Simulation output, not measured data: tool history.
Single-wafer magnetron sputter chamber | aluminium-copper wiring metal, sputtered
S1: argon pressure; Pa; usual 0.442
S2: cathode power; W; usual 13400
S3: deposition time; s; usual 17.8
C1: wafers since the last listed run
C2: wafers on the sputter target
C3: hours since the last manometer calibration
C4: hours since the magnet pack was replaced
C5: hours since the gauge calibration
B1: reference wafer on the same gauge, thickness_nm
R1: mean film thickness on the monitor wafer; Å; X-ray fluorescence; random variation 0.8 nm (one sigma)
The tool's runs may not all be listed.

run    hour     S1     S2    S3    C1    C2      C3      C4      C5       B1       R1
  1     0.0  0.442  13400  17.8     0  5635  1284.2  3664.4  1044.4  320.182  3890.16
        5.2  -- gauge calibrated
  2    63.2  0.442  13400  20.6  1022  6657  1347.4  3727.6    58.0  319.996  4485.28
      109.9  -- sputter target and shields replaced
  3   125.7  0.442  13400  20.6   881   255  1409.9  3790.1   120.5  320.137  4503.20
  4   193.4  0.442  13400  17.8  1095  1351  1477.6  3857.8   188.2  320.008  3889.78
  5   228.2  0.442  13400  17.8   562  1914  1512.4  3892.6   223.0  319.978  3887.21
  6   285.5  0.442  13400  17.8   926  2840  1569.7  3949.9   280.3  320.145  3890.17
  7   318.9  0.442  13400  17.8   540  3381  1603.1  3983.3   313.7  319.955  3884.01
  8   388.0  0.442  13400  17.8  1117  4499  1672.2  4052.4   382.8  320.008  3887.02
      423.1  -- capacitance manometer re-zeroed and calibrated
  9   439.1  0.442  12150  17.8   697  5196    16.0  4103.5   433.9  319.792  3517.72
 10   482.6  0.442  12150  17.8   703  5899    59.5  4147.0   477.4  320.080  3514.60
      535.0  -- sputter target and shields replaced
 11   548.4  0.442  12150  17.8   934   217   125.3  4212.8   543.2  319.905  3503.61
 12   581.0  0.527  13400  17.8   527   744   157.9  4245.4   575.8  319.795  3725.81
 13   631.2  0.527  13400  17.8   812  1556   208.1  4295.6   626.0  319.949  3720.71
 14   702.4  0.369  15050  17.8  1151  2708   279.3  4366.8   697.2  319.951  4518.28
 15   744.3  0.369  13400  17.8   677  3386   321.2  4408.7   739.1  319.936  4020.17
 16   809.8  0.504  13400  19.5  1059  4445   386.7  4474.2   804.6  320.111  4115.07
 17   846.8  0.291  16100  17.8   598  5044   423.7  4511.2   841.6  319.916  5022.30
 18   916.6  0.494  10200  15.4  1129  6173   493.5  4581.0   911.4  320.218  2500.37
 19   955.4  0.271  12200  19.2   627  6801   532.3  4619.8   950.2  319.985  4149.00
      980.6  -- sputter target and shields replaced
 20  1000.9  0.369  13400  17.8   606   328   577.8  4665.3   995.7  320.107  4009.86
     1010.5  -- gauge calibrated
 21  1050.5  0.330  13400  16.1   802  1130   627.4  4714.9    40.0  320.005  3693.35
     1102.9  -- magnet pack replaced
 22  1109.3  0.269  14450  17.8   821  1952   686.2     6.4    98.8  319.909  4573.21
 23  1164.2  0.524  16150  18.9   888  2840   741.1    61.3   153.7  319.712  4766.18
 24  1214.5  0.442  13400  17.8   813  3654   791.4   111.6   204.0  320.021  3876.46
 25  1251.8  0.365  13400  17.8   603  4257   828.7   148.9   241.3  320.189  4029.74
 26  1298.3  0.442  16150  19.8   752  5009   875.2   195.4   287.8  320.017  5188.61
 27  1331.7  0.280  12100  16.6   540  5550   908.6   228.8   321.2  319.831  3540.76
     1352.3  -- sputter target and shields replaced
 28  1370.5  0.442  13400  17.8   498   293   947.4   267.6   360.0  320.208  3879.38
 29  1497.5  0.384  15150  17.8  2054  2348  1074.4   394.6   487.0  319.879  4506.31
 30  1522.5  0.442  15450  17.8   404  2752  1099.4   419.6   512.0  319.723  4483.92
 31  1562.3  0.442  13400  17.8   643  3396  1139.2   459.4   551.8  319.929  3888.70
 32  1593.1  0.442  11900  17.8   498  3894  1170.0   490.2   582.6  320.145  3448.89
 33  1640.3  0.376  14900  17.8   763  4658  1217.2   537.4   629.8  319.975  4444.88
 34  1672.8  0.442  13400  17.8   525  5184  1249.7   569.9   662.3  319.903  3893.09
 35  1719.9  0.442  13400  15.3   761  5946  1296.8   617.0   709.4  319.968  3342.28

3 ways to go on from here, each from the tool as it stands after run 35. What would each give?
  A  1720.3  0.442  13400  17.8   6  5952  1297.2  617.4  709.8   ?   ?
  B  1720.3  0.442  13400  19.0   6  5952  1297.2  617.4  709.8   ?   ?
  C  1720.3  0.282  13400  15.5   6  5952  1297.2  617.4  709.8   ?   ?

run       B1       R1
  A  319.933  3891.17
  B  319.933  4153.50
  C  319.933  3673.69
Without the tool's hidden state the same runs would have given:
run       R1
  A  3891.17
  B  4153.50
  C  3673.69
